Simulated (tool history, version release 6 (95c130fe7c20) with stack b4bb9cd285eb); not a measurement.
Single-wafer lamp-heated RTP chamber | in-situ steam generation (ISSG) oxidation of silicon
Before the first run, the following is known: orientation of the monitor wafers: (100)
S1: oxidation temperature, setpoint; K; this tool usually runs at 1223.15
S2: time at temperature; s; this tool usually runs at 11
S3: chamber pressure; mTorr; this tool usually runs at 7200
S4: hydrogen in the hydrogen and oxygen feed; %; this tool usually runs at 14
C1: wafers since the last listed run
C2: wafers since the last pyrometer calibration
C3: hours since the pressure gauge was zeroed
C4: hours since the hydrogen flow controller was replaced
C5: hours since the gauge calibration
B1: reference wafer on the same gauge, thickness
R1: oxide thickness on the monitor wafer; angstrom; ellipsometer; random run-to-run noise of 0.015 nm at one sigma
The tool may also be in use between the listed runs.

Run 1, hour 0.0: usual settings; C1 0; C2 2867; C3 1524.8; C4 3808.6; C5 1015.8; B1 2.992. Result: R1 31.76 angstrom.
Run 2, hour 103.1: usual settings but S2 9 s; C1 739; C2 3606; C3 1627.9; C4 3911.7; C5 1118.9; B1 2.987. Result: R1 29.76 angstrom.
At hour 183.7: pyrometer window cleaned and pyrometer calibrated.
Run 3, hour 184.8: usual settings but S3 8400 mTorr, S4 19 %; C1 528; C2 8; C3 1709.6; C4 3993.4; C5 1200.6; B1 2.996. Result: R1 33.58 angstrom.
Run 4, hour 248.5: usual settings but S4 19 %; C1 456; C2 464; C3 1773.3; C4 4057.1; C5 1264.3; B1 2.991. Result: R1 33.67 angstrom.
Run 5, hour 315.0: usual settings; C1 476; C2 941; C3 1839.8; C4 4123.6; C5 1330.8; B1 2.980. Result: R1 31.37 angstrom.
Run 6, hour 369.9: usual settings but S2 10 s; C1 393; C2 1335; C3 1894.7; C4 4178.5; C5 1385.7; B1 2.989. Result: R1 30.15 angstrom.
Run 7, hour 451.3: usual settings; C1 583; C2 1919; C3 1976.1; C4 4259.9; C5 1467.1; B1 2.989. Result: R1 31.34 angstrom.
Run 8, hour 496.0: usual settings; C1 320; C2 2239; C3 2020.8; C4 4304.6; C5 1511.8; B1 2.990. Result: R1 31.74 angstrom.
Run 9, hour 590.5: usual settings; C1 677; C2 2917; C3 2115.3; C4 4399.1; C5 1606.3; B1 2.994. Result: R1 31.60 angstrom.
Run 10, hour 680.3: usual settings but S4 22 %; C1 644; C2 3561; C3 2205.1; C4 4488.9; C5 1696.1; B1 2.994. Result: R1 35.54 angstrom.
At hour 707.3: pyrometer window cleaned and pyrometer calibrated.
At hour 707.7: hydrogen flow controller replaced.
Run 11, hour 766.1: usual settings; C1 554; C2 418; C3 2290.9; C4 58.4; C5 1781.9; B1 2.986. Result: R1 31.18 angstrom.
Run 12, hour 809.5: usual settings; C1 311; C2 730; C3 2334.3; C4 101.8; C5 1825.3; B1 2.991. Result: R1 31.31 angstrom.
Run 13, hour 858.2: usual settings; C1 349; C2 1079; C3 2383.0; C4 150.5; C5 1874.0; B1 2.993. Result: R1 31.43 angstrom.
Run 14, hour 896.2: usual settings; C1 272; C2 1351; C3 2421.0; C4 188.5; C5 1912.0; B1 2.990. Result: R1 31.46 angstrom.
Run 15, hour 933.2: usual settings; C1 265; C2 1617; C3 2458.0; C4 225.5; C5 1949.0; B1 2.996. Result: R1 31.21 angstrom.
Run 16, hour 1030.4: usual settings but S3 6900 mTorr; C1 697; C2 2314; C3 2555.2; C4 322.7; C5 2046.2; B1 2.991. Result: R1 31.48 angstrom.
Run 17, hour 1102.2: usual settings; C1 514; C2 2829; C3 2627.0; C4 394.5; C5 2118.0; B1 2.995. Result: R1 31.48 angstrom.
At hour 1147.1: pyrometer window cleaned and pyrometer calibrated.
At hour 1161.9: gauge calibrated.
Run 18, hour 1166.1: usual settings but S2 14 s, S4 24 %; C1 400; C2 136; C3 2690.9; C4 458.4; C5 4.2; B1 2.995. Result: R1 39.37 angstrom.
Run 19, hour 1213.4: usual settings; C1 339; C2 475; C3 2738.2; C4 505.7; C5 51.5; B1 2.987. Result: R1 31.23 angstrom.
At hour 1254.7: pressure gauge zeroed.
Run 20, hour 1257.3: usual settings but S1 1235.15 K, S2 10 s, S4 23 %; C1 257; C2 732; C3 2.6; C4 549.6; C5 95.4; B1 2.994. Result: R1 34.93 angstrom.
Run 21, hour 1301.8: usual settings but S1 1210.15 K, S2 7 s, S3 8000 mTorr, S4 11 %; C1 319; C2 1051; C3 47.1; C4 594.1; C5 139.9; B1 2.986. Result: R1 24.74 angstrom.
Run 22, hour 1398.1: usual settings but S1 1242.15 K, S4 17 %; C1 690; C2 1742; C3 143.4; C4 690.4; C5 236.2; B1 2.988. Result: R1 34.09 angstrom.
Run 23, hour 1490.7: usual settings but S1 1231.15 K; C1 664; C2 2406; C3 236.0; C4 783.0; C5 328.8; B1 2.988. Result: R1 32.19 angstrom.
Run 24, hour 1542.2: usual settings; C1 369; C2 2775; C3 287.5; C4 834.5; C5 380.3; B1 2.992. Result: R1 31.79 angstrom.
At hour 1587.4: pyrometer window cleaned and pyrometer calibrated.
Run 25, hour 1590.7: usual settings but S1 1218.15 K, S2 8 s; C1 290; C2 23; C3 336.0; C4 883.0; C5 428.8; B1 2.991. Result: R1 27.45 angstrom.
Run 26, hour 1654.5: usual settings but S2 13 s, S4 11 %; C1 457; C2 481; C3 399.8; C4 946.8; C5 492.6; B1 2.986. Result: R1 31.59 angstrom.
Run 27, hour 1755.4: usual settings but S1 1240.15 K, S2 9 s; C1 723; C2 1204; C3 500.7; C4 1047.7; C5 593.5; B1 2.990. Result: R1 30.45 angstrom.
Run 28, hour 1857.2: usual settings but S1 1243.15 K, S2 9 s, S3 7800 mTorr, S4 11 %; C1 730; C2 1934; C3 602.5; C4 1149.5; C5 695.3; B1 2.995. Result: R1 29.06 angstrom.

Consider 5 possible next runs. They are alternatives, not a sequence: every one starts from the tool as it was left by run 28. What does each give?
Run A, hour 1857.6: usual settings; C1 2; C2 1937; C3 602.9; C4 1149.9; C5 695.7; B1 ?. Result: R1 ?.
Run B, hour 1857.6: usual settings but S1 1215.15 K, S2 13 s; C1 2; C2 1937; C3 602.9; C4 1149.9; C5 695.7; B1 ?. Result: R1 ?.
Run C, hour 1857.6: usual settings but S1 1242.15 K, S2 7 s; C1 2; C2 1937; C3 602.9; C4 1149.9; C5 695.7; B1 ?. Result: R1 ?.
Run D, hour 1857.6: usual settings but S3 6900 mTorr, S4 11 %; C1 2; C2 1937; C3 602.9; C4 1149.9; C5 695.7; B1 ?. Result: R1 ?.
Run E, hour 1857.6: usual settings but S1 1243.15 K, S2 8 s, S3 6900 mTorr, S4 23 %; C1 2; C2 1937; C3 602.9; C4 1149.9; C5 695.7; B1 ?. Result: R1 ?.

run     B1     R1
  A  2.990  31.31
  B  2.990  32.75
  C  2.990  27.48
  D  2.990  29.47
  E  2.990  33.00
With the hidden condition removed and each run's random variation left untouched, the same runs would have given:
run     R1
  A  31.02
  B  32.44
  C  27.24
  D  29.19
  E  32.69

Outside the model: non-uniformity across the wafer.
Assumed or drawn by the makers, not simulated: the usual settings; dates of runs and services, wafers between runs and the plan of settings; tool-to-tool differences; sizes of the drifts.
